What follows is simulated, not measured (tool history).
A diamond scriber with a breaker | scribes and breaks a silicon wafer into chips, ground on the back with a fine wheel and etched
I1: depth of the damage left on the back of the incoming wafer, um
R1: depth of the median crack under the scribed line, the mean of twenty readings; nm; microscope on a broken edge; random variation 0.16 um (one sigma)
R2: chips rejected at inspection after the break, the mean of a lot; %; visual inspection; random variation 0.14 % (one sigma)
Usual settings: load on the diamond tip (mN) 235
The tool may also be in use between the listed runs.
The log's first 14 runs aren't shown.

run 15 hour=165.4 | load_on_the_diamond_tip_(mN)=235 | I1=0.37 | R1=7170 R2=3.14
run 16 hour=172.5 | load_on_the_diamond_tip_(mN)=235 | I1=0.54 | R1=7350 R2=3.91
-- hour=185.6 diamond tip replaced by a new one
run 17 hour=188.3 | load_on_the_diamond_tip_(mN)=302 | I1=0.58 | R1=7530 R2=2.73
run 18 hour=203.5 | load_on_the_diamond_tip_(mN)=303 | I1=0.34 | R1=7390 R2=2.6
run 19 hour=214.3 | load_on_the_diamond_tip_(mN)=294 | I1=0.4 | R1=7240 R2=2.9
run 20 hour=223.3 | load_on_the_diamond_tip_(mN)=235 | I1=0.53 | R1=6280 R2=8.49
run 21 hour=229.5 | load_on_the_diamond_tip_(mN)=235 | I1=0.35 | R1=6300 R2=8.24
-- hour=240.6 load on the tip recalibrated
run 22 hour=244.7 | load_on_the_diamond_tip_(mN)=203 | I1=0.64 | R1=5570 R2=15.08
run 23 hour=253.5 | load_on_the_diamond_tip_(mN)=235 | I1=0.68 | R1=6210 R2=9.55
-- hour=262 diamond tip replaced by a new one, repeated, since the last time left the tool worse
run 24 hour=288.8 | load_on_the_diamond_tip_(mN)=287 | I1=0.42 | R1=9530 R2=3.77
run 25 hour=301.6 | load_on_the_diamond_tip_(mN)=172 | I1=0.57 | R1=6580 R2=7
run 26 hour=310.3 | load_on_the_diamond_tip_(mN)=284 | I1=0.64 | R1=9050 R2=2.9
run 27 hour=322.2 | load_on_the_diamond_tip_(mN)=185 | I1=0.44 | R1=6790 R2=5.03
run 28 hour=329.8 | load_on_the_diamond_tip_(mN)=198 | I1=0.55 | R1=7250 R2=3.22
run 29 hour=343.5 | load_on_the_diamond_tip_(mN)=235 | I1=0.59 | R1=7970 R2=1.99
run 30 hour=350.4 | load_on_the_diamond_tip_(mN)=294 | I1=0.64 | R1=9170 R2=3.43
run 31 hour=359.2 | load_on_the_diamond_tip_(mN)=191 | I1=0.6 | R1=7030 R2=4.57
run 32 hour=376.9 | load_on_the_diamond_tip_(mN)=192 | I1=0.44 | R1=6990 R2=4.77

5 ways to go on from here, each from the tool as it stands after run 32. What would each give?
run A hour=377.5 | load_on_the_diamond_tip_(mN)=291 | I1=0.49 | R1=? R2=?
run B hour=377.5 | load_on_the_diamond_tip_(mN)=280 | I1=0.49 | R1=? R2=?
run C hour=377.5 | load_on_the_diamond_tip_(mN)=278 | I1=0.49 | R1=? R2=?
run D hour=377.5 | load_on_the_diamond_tip_(mN)=262 | I1=0.49 | R1=? R2=?
run E hour=377.5 | load_on_the_diamond_tip_(mN)=275 | I1=0.49 | R1=? R2=?

run=A R1=8870 R2=3.48
run=B R1=8650 R2=2.94
run=C R1=8600 R2=2.85
run=D R1=8280 R2=2.32
run=E R1=8540 R2=2.73
Without the tool's hidden state the same runs would have given:
run=A R1=9130 R2=4.32
run=B R1=8910 R2=3.6
run=C R1=8870 R2=3.49
run=D R1=8530 R2=2.7
run=E R1=8800 R2=3.32
